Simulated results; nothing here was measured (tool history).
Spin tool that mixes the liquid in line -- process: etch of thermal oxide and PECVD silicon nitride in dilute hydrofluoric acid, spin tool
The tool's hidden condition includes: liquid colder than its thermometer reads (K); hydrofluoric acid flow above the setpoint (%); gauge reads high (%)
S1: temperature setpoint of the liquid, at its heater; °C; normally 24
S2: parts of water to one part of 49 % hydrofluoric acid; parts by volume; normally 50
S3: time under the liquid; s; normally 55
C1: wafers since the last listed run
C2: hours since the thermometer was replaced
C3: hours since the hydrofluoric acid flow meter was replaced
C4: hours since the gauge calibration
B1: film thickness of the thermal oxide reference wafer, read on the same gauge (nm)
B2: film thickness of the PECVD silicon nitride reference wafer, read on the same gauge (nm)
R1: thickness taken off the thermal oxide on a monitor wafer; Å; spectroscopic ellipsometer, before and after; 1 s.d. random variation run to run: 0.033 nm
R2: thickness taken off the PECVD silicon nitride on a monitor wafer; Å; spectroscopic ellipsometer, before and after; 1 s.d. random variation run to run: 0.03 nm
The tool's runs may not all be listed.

run 1 hour=0 | S1=24 S2=50 S3=55 | C1=0 C2=1615.4 C3=1531.7 C4=890.1 | B1=70 B2=80.011 | R1=57.4 R2=38.38
run 2 hour=45.7 | S1=21.5 S2=50 S3=55 | C1=356 C2=1661.1 C3=1577.4 C4=935.8 | B1=70 B2=80.01 | R1=51.7 R2=32.24
run 3 hour=206.6 | S1=21.5 S2=50 S3=55 | C1=1253 C2=1822 C3=1738.3 C4=1096.7 | B1=70.01 B2=80.016 | R1=50.9 R2=31.97
run 4 hour=252.1 | S1=24 S2=50 S3=55 | C1=354 C2=1867.5 C3=1783.8 C4=1142.2 | B1=69.99 B2=80.019 | R1=56.5 R2=37.71
run 5 hour=315.7 | S1=24 S2=50 S3=55 | C1=495 C2=1931.1 C3=1847.4 C4=1205.8 | B1=70 B2=80.021 | R1=56.4 R2=38.06
run 6 hour=343.8 | S1=24 S2=50 S3=55 | C1=218 C2=1959.2 C3=1875.5 C4=1233.9 | B1=70.01 B2=79.98 | R1=56.6 R2=37.83
run 7 hour=379.5 | S1=24 S2=50 S3=55 | C1=278 C2=1994.9 C3=1911.2 C4=1269.6 | B1=69.98 B2=79.978 | R1=56.4 R2=37.66
run 8 hour=419.9 | S1=24 S2=70 S3=75 | C1=314 C2=2035.3 C3=1951.6 C4=1310 | B1=69.98 B2=80.005 | R1=54.2 R2=36.65
run 9 hour=458.8 | S1=24 S2=50 S3=55 | C1=303 C2=2074.2 C3=1990.5 C4=1348.9 | B1=70.02 B2=80.004 | R1=57.3 R2=37.93
-- hour=499.4 thermometer replaced
run 10 hour=499.9 | S1=27 S2=50 S3=55 | C1=312 C2=0.5 C3=2031.6 C4=1390 | B1=70 B2=79.999 | R1=66.8 R2=50.12
run 11 hour=551.5 | S1=24 S2=50 S3=55 | C1=402 C2=52.1 C3=2083.2 C4=1441.6 | B1=70 B2=80.045 | R1=59.4 R2=40.86
run 12 hour=616.9 | S1=24 S2=50 S3=55 | C1=509 C2=117.5 C3=2148.6 C4=1507 | B1=70 B2=80.02 | R1=59.1 R2=40.86
-- hour=636.7 hydrofluoric acid flow meter replaced
run 13 hour=642.2 | S1=24 S2=60 S3=55 | C1=189 C2=142.8 C3=5.5 C4=1532.3 | B1=70 B2=80.018 | R1=49 R2=34.32
run 14 hour=681.7 | S1=29 S2=40 S3=55 | C1=307 C2=182.3 C3=45 C4=1571.8 | B1=69.99 B2=80.009 | R1=91.8 R2=69.52
run 15 hour=752.6 | S1=26.5 S2=50 S3=40 | C1=552 C2=253.2 C3=115.9 C4=1642.7 | B1=69.99 B2=79.982 | R1=47.3 R2=35.08
run 16 hour=776.9 | S1=21.5 S2=55 S3=45 | C1=189 C2=277.5 C3=140.2 C4=1667 | B1=69.99 B2=79.983 | R1=39.5 R2=25.82
-- hour=826.4 gauge calibrated
run 17 hour=847.5 | S1=27 S2=25 S3=55 | C1=550 C2=348.1 C3=210.8 C4=21.1 | B1=69.98 B2=80.03 | R1=137.6 R2=98.64
run 18 hour=872.4 | S1=20 S2=50 S3=55 | C1=193 C2=373 C3=235.7 C4=46 | B1=70 B2=79.995 | R1=49.9 R2=31
run 19 hour=917.8 | S1=21.5 S2=30 S3=55 | C1=353 C2=418.4 C3=281.1 C4=91.4 | B1=69.99 B2=79.999 | R1=90.4 R2=55.42
run 20 hour=947.9 | S1=24 S2=50 S3=45 | C1=234 C2=448.5 C3=311.2 C4=121.5 | B1=70.02 B2=80.009 | R1=48.5 R2=32.61
run 21 hour=993.5 | S1=28.5 S2=35 S3=25 | C1=355 C2=494.1 C3=356.8 C4=167.1 | B1=69.97 B2=80.005 | R1=46.8 R2=34.6
run 22 hour=1023.6 | S1=24 S2=50 S3=55 | C1=234 C2=524.2 C3=386.9 C4=197.2 | B1=70.01 B2=79.999 | R1=58.7 R2=40.2
run 23 hour=1062.1 | S1=24 S2=30 S3=40 | C1=299 C2=562.7 C3=425.4 C4=235.7 | B1=70.02 B2=80.008 | R1=73.2 R2=47.53
run 24 hour=1132.3 | S1=24 S2=35 S3=85 | C1=546 C2=632.9 C3=495.6 C4=305.9 | B1=69.99 B2=79.981 | R1=131.7 R2=87.38
run 25 hour=1287.6 | S1=22.5 S2=65 S3=45 | C1=1209 C2=788.2 C3=650.9 C4=461.2 | B1=69.98 B2=80.016 | R1=33.8 R2=22.87

Measured less the same run without the tool's hidden state. The same run-to-run variation is in both; the gauge's scatter may not be:
run=1 R1=-2.6 R2=-2.83
run=2 R1=-2.4 R2=-2.5
run=3 R1=-2.6 R2=-2.71
run=4 R1=-2.9 R2=-3.22
run=5 R1=-3 R2=-3.36
run=6 R1=-3 R2=-3.4
run=7 R1=-3.1 R2=-3.44
run=8 R1=-3 R2=-3.39
run=9 R1=-3.3 R2=-3.61
run=10 R1=+0 R2=-0.07
run=11 R1=-0.1 R2=-0.16
run=12 R1=-0.2 R2=-0.28
run=13 R1=-0.2 R2=-0.26
run=14 R1=-0.5 R2=-0.64
run=15 R1=-0.3 R2=-0.42
run=16 R1=-0.3 R2=-0.35
run=17 R1=-1.4 R2=-1.67
run=18 R1=-0.6 R2=-0.56
run=19 R1=-1.2 R2=-1.13
run=20 R1=-0.6 R2=-0.69
run=21 R1=-0.6 R2=-0.79
run=22 R1=-0.9 R2=-0.99
run=23 R1=-1.2 R2=-1.25
run=24 R1=-2.4 R2=-2.6
run=25 R1=-0.8 R2=-0.84

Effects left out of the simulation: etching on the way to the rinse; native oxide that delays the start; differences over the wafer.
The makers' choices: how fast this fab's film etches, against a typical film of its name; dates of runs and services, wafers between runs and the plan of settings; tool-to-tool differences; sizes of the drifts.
